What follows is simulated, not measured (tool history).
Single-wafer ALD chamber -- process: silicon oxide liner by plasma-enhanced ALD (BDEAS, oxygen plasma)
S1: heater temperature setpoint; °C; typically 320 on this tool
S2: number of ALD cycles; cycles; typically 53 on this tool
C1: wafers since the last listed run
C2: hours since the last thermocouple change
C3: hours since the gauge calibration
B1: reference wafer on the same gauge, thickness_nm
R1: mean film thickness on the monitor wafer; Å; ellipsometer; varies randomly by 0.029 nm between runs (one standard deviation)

Run 1, hour 0: usual settings; C1 0; C2 1267.9; C3 300.7; B1 4.771. Result: R1 49.07 Å.
Run 2, hour 29.3: usual settings; C1 242; C2 1297.2; C3 330; B1 4.767. Result: R1 49.2 Å.
Run 3, hour 91.1: usual settings but S1 327 °C, S2 48 cycles; C1 510; C2 1359; C3 391.8; B1 4.768. Result: R1 43.91 Å.
Run 4, hour 139.7: usual settings; C1 401; C2 1407.6; C3 440.4; B1 4.778. Result: R1 48.92 Å.
Run 5, hour 196.3: usual settings but S1 327 °C, S2 46 cycles; C1 467; C2 1464.2; C3 497; B1 4.767. Result: R1 41.84 Å.
Run 6, hour 224.2: usual settings; C1 230; C2 1492.1; C3 524.9; B1 4.775. Result: R1 49.23 Å.
Run 7, hour 290.2: usual settings; C1 545; C2 1558.1; C3 590.9; B1 4.776. Result: R1 48.85 Å.
Run 8, hour 362: usual settings; C1 593; C2 1629.9; C3 662.7; B1 4.774. Result: R1 48.81 Å.
Run 9, hour 406.2: usual settings; C1 365; C2 1674.1; C3 706.9; B1 4.769. Result: R1 49.14 Å.
At hour 448: thermocouple changed; heater temperature recalibrated.
Run 10, hour 476.6: usual settings; C1 515; C2 28.6; C3 777.3; B1 4.78. Result: R1 48.83 Å.
Run 11, hour 521.9: usual settings; C1 374; C2 73.9; C3 822.6; B1 4.771. Result: R1 49.02 Å.
Run 12, hour 587.4: usual settings; C1 541; C2 139.4; C3 888.1; B1 4.765. Result: R1 48.29 Å.
Run 13, hour 773.1: usual settings; C1 1534; C2 325.1; C3 1073.8; B1 4.763. Result: R1 49.08 Å.
Run 14, hour 808.7: usual settings but S1 330 °C; C1 294; C2 360.7; C3 1109.4; B1 4.768. Result: R1 47.6 Å.
Run 15, hour 857: usual settings but S1 330 °C; C1 399; C2 409; C3 1157.7; B1 4.767. Result: R1 48.44 Å.
Run 16, hour 928: usual settings but S1 314 °C, S2 46 cycles; C1 586; C2 480; C3 1228.7; B1 4.772. Result: R1 42.98 Å.
Run 17, hour 971.3: usual settings; C1 357; C2 523.3; C3 1272; B1 4.768. Result: R1 48.54 Å.
Run 18, hour 1019.3: usual settings; C1 396; C2 571.3; C3 1320; B1 4.774. Result: R1 49.34 Å.
Run 19, hour 1074.5: usual settings but S2 45 cycles; C1 456; C2 626.5; C3 1375.2; B1 4.766. Result: R1 41.26 Å.
Run 20, hour 1139.2: usual settings; C1 534; C2 691.2; C3 1439.9; B1 4.778. Result: R1 49.19 Å.
Run 21, hour 1207.7: usual settings; C1 566; C2 759.7; C3 1508.4; B1 4.767. Result: R1 48.98 Å.
Run 22, hour 1270.1: usual settings; C1 515; C2 822.1; C3 1570.8; B1 4.766. Result: R1 48.52 Å.
Run 23, hour 1336.1: usual settings but S1 326 °C, S2 63 cycles; C1 545; C2 888.1; C3 1636.8; B1 4.778. Result: R1 57.46 Å.
Run 24, hour 1392.3: usual settings but S2 50 cycles; C1 464; C2 944.3; C3 1693; B1 4.78. Result: R1 46.63 Å.
Run 25, hour 1453: usual settings but S1 315 °C, S2 43 cycles; C1 501; C2 1005; C3 1753.7; B1 4.768. Result: R1 39.83 Å.
Run 26, hour 1511.2: usual settings but S1 307 °C, S2 58 cycles; C1 480; C2 1063.2; C3 1811.9; B1 4.777. Result: R1 54.41 Å.
Run 27, hour 1567.6: usual settings but S2 57 cycles; C1 466; C2 1119.6; C3 1868.3; B1 4.776. Result: R1 52.54 Å.
At hour 1600.6: gauge calibrated.
Run 28, hour 1623.6: usual settings; C1 462; C2 1175.6; C3 23; B1 4.76. Result: R1 48.8 Å.
Run 29, hour 1654.9: usual settings but S1 332 °C, S2 48 cycles; C1 258; C2 1206.9; C3 54.3; B1 4.778. Result: R1 43.24 Å.
Run 30, hour 1695.4: usual settings but S1 313 °C, S2 50 cycles; C1 334; C2 1247.4; C3 94.8; B1 4.771. Result: R1 46.49 Å.
Run 31, hour 1720.5: usual settings but S1 314 °C; C1 207; C2 1272.5; C3 119.9; B1 4.768. Result: R1 49.66 Å.
Run 32, hour 1766.7: usual settings but S1 314 °C, S2 49 cycles; C1 381; C2 1318.7; C3 166.1; B1 4.77. Result: R1 45.88 Å.
Run 33, hour 1919.2: usual settings but S1 314 °C; C1 1260; C2 1471.2; C3 318.6; B1 4.769. Result: R1 49.49 Å.
Run 34, hour 1954.1: usual settings but S1 334 °C; C1 288; C2 1506.1; C3 353.5; B1 4.776. Result: R1 47.53 Å.
At hour 1973.2: thermocouple changed; heater temperature recalibrated.
Run 35, hour 1999.4: usual settings but S1 334 °C; C1 308; C2 26.2; C3 398.8; B1 4.773. Result: R1 48.15 Å.
Run 36, hour 2067.1: usual settings but S2 48 cycles; C1 559; C2 93.9; C3 466.5; B1 4.764. Result: R1 44.23 Å.
Run 37, hour 2124: usual settings but S1 325 °C; C1 470; C2 150.8; C3 523.4; B1 4.77. Result: R1 48.93 Å.
Run 38, hour 2163.7: usual settings but S1 307 °C; C1 328; C2 190.5; C3 563.1; B1 4.758. Result: R1 49.83 Å.
Run 39, hour 2203.4: usual settings; C1 328; C2 230.2; C3 602.8; B1 4.773. Result: R1 48.72 Å.
Run 40, hour 2236.6: usual settings but S1 314 °C, S2 49 cycles; C1 274; C2 263.4; C3 636; B1 4.77. Result: R1 46.1 Å.
Run 41, hour 2265.3: usual settings but S1 331 °C, S2 58 cycles; C1 237; C2 292.1; C3 664.7; B1 4.776. Result: R1 52.26 Å.
Run 42, hour 2468.2: usual settings but S1 328 °C, S2 47 cycles; C1 1676; C2 495; C3 867.6; B1 4.771. Result: R1 42.98 Å.
Run 43, hour 2527.1: usual settings; C1 486; C2 553.9; C3 926.5; B1 4.764. Result: R1 48.92 Å.
Run 44, hour 2580.7: usual settings but S1 307 °C, S2 43 cycles; C1 442; C2 607.5; C3 980.1; B1 4.778. Result: R1 40.4 Å.
Run 45, hour 2649: usual settings but S1 327 °C, S2 58 cycles; C1 564; C2 675.8; C3 1048.4; B1 4.768. Result: R1 52.65 Å.

How the hidden state differs across the entries between the runs, from the last listed run before each to the first after it:
From run 9 to run 10: thermocouple changed; heater temperature recalibrated (hour 448)
  nothing in the hidden state changes from one run to the other
From run 27 to run 28: gauge calibrated (hour 1600.6)
  nothing in the hidden state changes from one run to the other
From run 34 to run 35: thermocouple changed; heater temperature recalibrated (hour 1973.2)
  nothing in the hidden state changes from one run to the other
